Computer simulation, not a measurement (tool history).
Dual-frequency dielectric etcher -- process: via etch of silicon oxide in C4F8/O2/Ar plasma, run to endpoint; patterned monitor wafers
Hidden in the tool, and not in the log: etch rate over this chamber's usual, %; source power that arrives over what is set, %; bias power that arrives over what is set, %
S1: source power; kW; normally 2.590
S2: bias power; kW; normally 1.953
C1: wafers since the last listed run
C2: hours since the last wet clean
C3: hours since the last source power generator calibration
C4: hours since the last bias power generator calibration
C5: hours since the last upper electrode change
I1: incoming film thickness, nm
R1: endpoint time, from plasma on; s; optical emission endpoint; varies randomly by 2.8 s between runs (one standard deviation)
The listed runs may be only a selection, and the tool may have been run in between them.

run     day     S1     S2   C1     C2      C3      C4      C5      I1     R1
  1   0.000  2.590  1.953    0  335.9  3799.4  1645.0  3318.0  1815.6  360.3
  2   0.358  2.590  1.953   50  344.5  3808.0  1653.6  3326.6  1841.6  364.8
  3   0.646  2.590  1.953   40  351.4  3814.9  1660.5  3333.5  1850.5  371.5
  4   1.250  2.590  1.953   85  365.9  3829.4  1675.0  3348.0  1829.0  367.0
  5   1.942  2.590  1.953   97  382.5  3846.0  1691.6  3364.6  1846.7  369.2
  6   2.525  2.830  1.953   82  396.5  3860.0  1705.6  3378.6  1841.8  350.0
  7   4.571  2.830  1.953  288  445.6  3909.1  1754.7  3427.7  1844.6  357.3
      5.654  -- wet clean of the chamber
  8   5.675  2.590  1.754   14    0.5  3935.6  1781.2  3454.2  1834.7  353.4
  9   5.692  2.590  1.754    2    0.9  3936.0  1781.6  3454.6  1827.4  357.7
 10   5.942  2.190  2.327   35    6.9  3942.0  1787.6  3460.6  1841.0  371.0
 11   6.275  2.190  2.327   46   14.9  3950.0  1795.6  3468.6  1833.9  374.7
      7.888  -- upper electrode replaced
 12   8.512  2.590  1.953  174   68.6  4003.7  1849.3    15.0  1842.7  356.7
 13   9.217  2.590  1.644   99   85.5  4020.6  1866.2    31.9  1852.2  367.8
 14   9.521  2.590  2.129   42   92.8  4027.9  1873.5    39.2  1841.9  356.5
 15  10.071  3.080  1.808   77  106.0  4041.1  1886.7    52.4  1831.8  327.9
 16  10.596  2.810  1.953   73  118.6  4053.7  1899.3    65.0  1820.4  336.0
     10.958  -- source power generator calibrated
 17  11.771  2.590  1.953  142  146.8    19.5  1927.5    93.2  1828.1  355.1
 18  12.042  1.950  2.144   38  153.3    26.0  1934.0    99.7  1833.1  404.6
 19  12.492  3.180  1.507   63  164.1    36.8  1944.8   110.5  1818.6  328.1
     13.154  -- bias power generator calibrated
 20  13.321  2.190  2.412   93  184.0    56.7     4.0   130.4  1852.3  377.2
 21  13.829  2.590  1.953   71  196.2    68.9    16.2   142.6  1830.4  354.6
 22  14.088  2.590  1.953   36  202.4    75.1    22.4   148.8  1852.7  363.9
 23  14.496  2.590  1.953   57  212.2    84.9    32.2   158.6  1821.6  356.3
 24  15.242  2.000  2.426  105  230.1   102.8    50.1   176.5  1844.7  395.5
 25  15.954  1.980  1.680  100  247.2   119.9    67.2   193.6  1834.2  419.9
 26  16.558  2.100  1.540   85  261.7   134.4    81.7   208.1  1844.8  420.1

What if the next run were any one of these 4? Each begins from the tool's condition after run 26:
  A  16.579  2.590  2.371   2  262.2  134.9  82.2  208.6  1835.9   ?
  B  16.579  2.410  2.437   2  262.2  134.9  82.2  208.6  1835.9   ?
  C  16.579  3.000  1.472   2  262.2  134.9  82.2  208.6  1835.9   ?
  D  16.579  2.980  2.301   2  262.2  134.9  82.2  208.6  1835.9   ?

run     R1
  A  349.2
  B  360.3
  C  349.2
  D  327.7
Had the tool no hidden state, the same runs would have come out as:
run     R1
  A  339.6
  B  350.3
  C  339.6
  D  318.7
